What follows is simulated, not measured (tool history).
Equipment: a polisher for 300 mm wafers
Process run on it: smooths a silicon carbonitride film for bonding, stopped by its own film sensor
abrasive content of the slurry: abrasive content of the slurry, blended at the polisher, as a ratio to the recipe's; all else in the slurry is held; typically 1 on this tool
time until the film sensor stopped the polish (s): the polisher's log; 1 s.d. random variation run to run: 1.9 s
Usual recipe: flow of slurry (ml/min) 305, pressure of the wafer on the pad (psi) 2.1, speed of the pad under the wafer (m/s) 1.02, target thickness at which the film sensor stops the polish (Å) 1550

| run | hour | flow of slurry (ml/min) | pressure of the wafer on the pad (psi) | speed of the pad under the wafer (m/s) | abrasive content of the slurry | target thickness at which the film sensor stops the polish (Å) | wafers since the last listed run | wafers polished on this pad | hours since the slurry nozzle was cleaned | hours since the head pressure was calibrated | hours since the slurry blender was calibrated | incoming thickness of the incoming film, nm | time until the film sensor stopped the polish (s) |
|---|---|---|---|---|---|---|---|---|---|---|---|---|---|
| 1 | 0 | 305 | 2.1 | 1.02 | 1 | 1550 | 0 | 17 | 200.4 | 867.4 | 280.8 | 180.8 | 114.9 |
| 2 | 12.3 | 305 | 2.1 | 1.02 | 1 | 1550 | 131 | 148 | 212.7 | 879.7 | 293.1 | 182.2 | 124 |
| 3 | 23.4 | 305 | 2.1 | 1.02 | 1 | 1550 | 118 | 266 | 223.8 | 890.8 | 304.2 | 178.2 | 105.9 |
| 4 | 43.7 | 305 | 2.1 | 1.02 | 1 | 1550 | 216 | 483 | 244.1 | 911.1 | 324.5 | 177.9 | 100.9 |
| 5 | 56.4 | 305 | 2.1 | 1.02 | 0.9 | 1550 | 135 | 618 | 256.8 | 923.8 | 337.2 | 177.6 | 108.2 |
| 6 | 66.1 | 305 | 2.1 | 1.02 | 0.9 | 1550 | 103 | 721 | 266.5 | 933.5 | 346.9 | 179.2 | 118.5 |
|  | 83 | head pressure recalibrated |
| 7 | 83.5 | 305 | 2.1 | 1.02 | 1 | 1550 | 164 | 885 | 283.9 | 0.5 | 364.3 | 182.6 | 123.2 |

What does the tool deliver on the next run?
|  | 96.1 | worn pad replaced by a new one |
| 8 | 96.6 | 305 | 2.1 | 1.02 | 1 | 1550 | 96 | 5 | 297 | 13.6 | 377.4 | 179.9 | ? |

time until the film sensor stopped the polish (s): 113.1
The same run, on a tool lacking any hidden state, would have yielded time until the film sensor stopped the polish (s) 113.1.

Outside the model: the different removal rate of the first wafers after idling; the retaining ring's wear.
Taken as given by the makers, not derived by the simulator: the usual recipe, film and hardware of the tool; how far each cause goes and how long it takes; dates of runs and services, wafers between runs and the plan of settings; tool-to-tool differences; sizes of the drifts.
